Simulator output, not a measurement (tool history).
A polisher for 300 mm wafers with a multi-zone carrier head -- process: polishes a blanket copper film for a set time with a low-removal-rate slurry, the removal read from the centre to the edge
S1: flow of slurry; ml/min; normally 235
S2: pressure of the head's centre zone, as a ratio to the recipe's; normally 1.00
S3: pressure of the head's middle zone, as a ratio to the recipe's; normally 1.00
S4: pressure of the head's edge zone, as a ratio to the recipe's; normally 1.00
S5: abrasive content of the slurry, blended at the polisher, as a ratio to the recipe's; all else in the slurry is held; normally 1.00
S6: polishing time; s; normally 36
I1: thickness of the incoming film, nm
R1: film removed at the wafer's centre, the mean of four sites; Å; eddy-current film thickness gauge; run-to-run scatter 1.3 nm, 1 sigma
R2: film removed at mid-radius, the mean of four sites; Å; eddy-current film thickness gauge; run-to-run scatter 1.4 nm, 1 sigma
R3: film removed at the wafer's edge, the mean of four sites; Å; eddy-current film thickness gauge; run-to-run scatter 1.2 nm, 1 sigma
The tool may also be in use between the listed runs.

| run | hour | S1 | S2 | S3 | S4 | S5 | S6 | I1 | R1 | R2 | R3 |
|---|---|---|---|---|---|---|---|---|---|---|---|
| 1 | 0.0 | 235 | 1.00 | 1.00 | 1.00 | 1.10 | 36 | 1140.2 | 1165 | 1158 | 1134 |
|  | 7.7 | slurry nozzle cleaned |
| 2 | 27.2 | 235 | 1.00 | 1.00 | 1.00 | 1.00 | 36 | 1153.9 | 1147 | 1125 | 1152 |
| 3 | 43.9 | 235 | 1.00 | 1.07 | 1.00 | 1.00 | 36 | 1143.6 | 1174 | 1176 | 1131 |
| 4 | 58.7 | 235 | 1.00 | 0.97 | 1.08 | 1.00 | 46 | 1123.6 | 1499 | 1376 | 1502 |
| 5 | 72.3 | 305 | 1.00 | 0.94 | 1.00 | 1.00 | 36 | 1128.0 | 1198 | 1076 | 1159 |
| 6 | 87.9 | 215 | 1.00 | 1.00 | 1.00 | 1.00 | 36 | 1158.7 | 1155 | 1080 | 1123 |
| 7 | 98.9 | 165 | 1.00 | 1.10 | 1.08 | 1.00 | 36 | 1144.0 | 1141 | 1175 | 1143 |
|  | 109.6 | carrier head's membrane replaced by a new one |
|  | 115.0 | worn pad replaced by a new one |
| 8 | 115.5 | 285 | 1.00 | 1.00 | 1.10 | 1.00 | 24 | 1146.9 | 801 | 755 | 792 |
| 9 | 126.1 | 235 | 1.00 | 1.00 | 1.00 | 1.20 | 36 | 1137.7 | 1242 | 1167 | 1177 |
| 10 | 143.3 | 235 | 1.00 | 1.00 | 1.00 | 1.00 | 36 | 1135.1 | 1202 | 1123 | 1134 |
| 11 | 152.2 | 235 | 1.00 | 1.00 | 1.00 | 1.00 | 26 | 1164.6 | 858 | 807 | 819 |
|  | 159.3 | edge zone pressure recalibrated |
| 12 | 159.8 | 235 | 1.00 | 1.00 | 1.00 | 1.00 | 36 | 1125.7 | 1185 | 1125 | 1124 |
| 13 | 172.5 | 235 | 1.00 | 1.09 | 1.00 | 1.00 | 46 | 1159.5 | 1520 | 1514 | 1429 |
| 14 | 181.9 | 235 | 1.00 | 1.00 | 1.00 | 1.00 | 36 | 1147.3 | 1196 | 1118 | 1118 |
| 15 | 212.5 | 315 | 1.00 | 1.00 | 1.00 | 0.85 | 36 | 1141.3 | 1200 | 1115 | 1129 |
|  | 222.0 | worn pad replaced by a new one |
| 16 | 226.1 | 235 | 1.00 | 1.00 | 1.00 | 1.00 | 36 | 1137.6 | 1174 | 1116 | 1127 |
| 17 | 234.3 | 235 | 1.00 | 1.09 | 1.00 | 1.00 | 46 | 1139.5 | 1549 | 1540 | 1420 |
| 18 | 245.1 | 235 | 0.95 | 0.90 | 0.92 | 1.00 | 28 | 1144.0 | 898 | 808 | 854 |
| 19 | 252.2 | 235 | 1.06 | 1.00 | 1.00 | 1.00 | 36 | 1140.0 | 1273 | 1120 | 1120 |
| 20 | 266.6 | 270 | 1.08 | 1.00 | 1.00 | 1.00 | 36 | 1142.9 | 1326 | 1115 | 1135 |
| 21 | 273.4 | 235 | 1.00 | 1.00 | 1.05 | 1.30 | 36 | 1142.6 | 1257 | 1187 | 1207 |
| 22 | 288.9 | 235 | 1.00 | 1.00 | 1.00 | 1.00 | 36 | 1130.4 | 1214 | 1109 | 1122 |

Had the tool no unlogged condition, and each run kept its random variation, what would the results have been?
The hidden state here: removal rate lost through wear of the pad, %; slurry flow missing at the pad, %; deviation of the centre zone's pressure from its setpoint, %; deviation of the edge zone's pressure from its setpoint, %.
| run | R1 |
|---|---|
| 1 | 1137 |
| 2 | 1111 |
| 3 | 1132 |
| 4 | 1440 |
| 5 | 1147 |
| 6 | 1102 |
| 7 | 1086 |
| 8 | 760 |
| 9 | 1176 |
| 10 | 1134 |
| 11 | 808 |
| 12 | 1115 |
| 13 | 1427 |
| 14 | 1121 |
| 15 | 1120 |
| 16 | 1093 |
| 17 | 1441 |
| 18 | 834 |
| 19 | 1181 |
| 20 | 1229 |
| 21 | 1164 |
| 22 | 1122 |
R2: at most 1 Å away from the measurement, every run.
R3: as measured in every run.

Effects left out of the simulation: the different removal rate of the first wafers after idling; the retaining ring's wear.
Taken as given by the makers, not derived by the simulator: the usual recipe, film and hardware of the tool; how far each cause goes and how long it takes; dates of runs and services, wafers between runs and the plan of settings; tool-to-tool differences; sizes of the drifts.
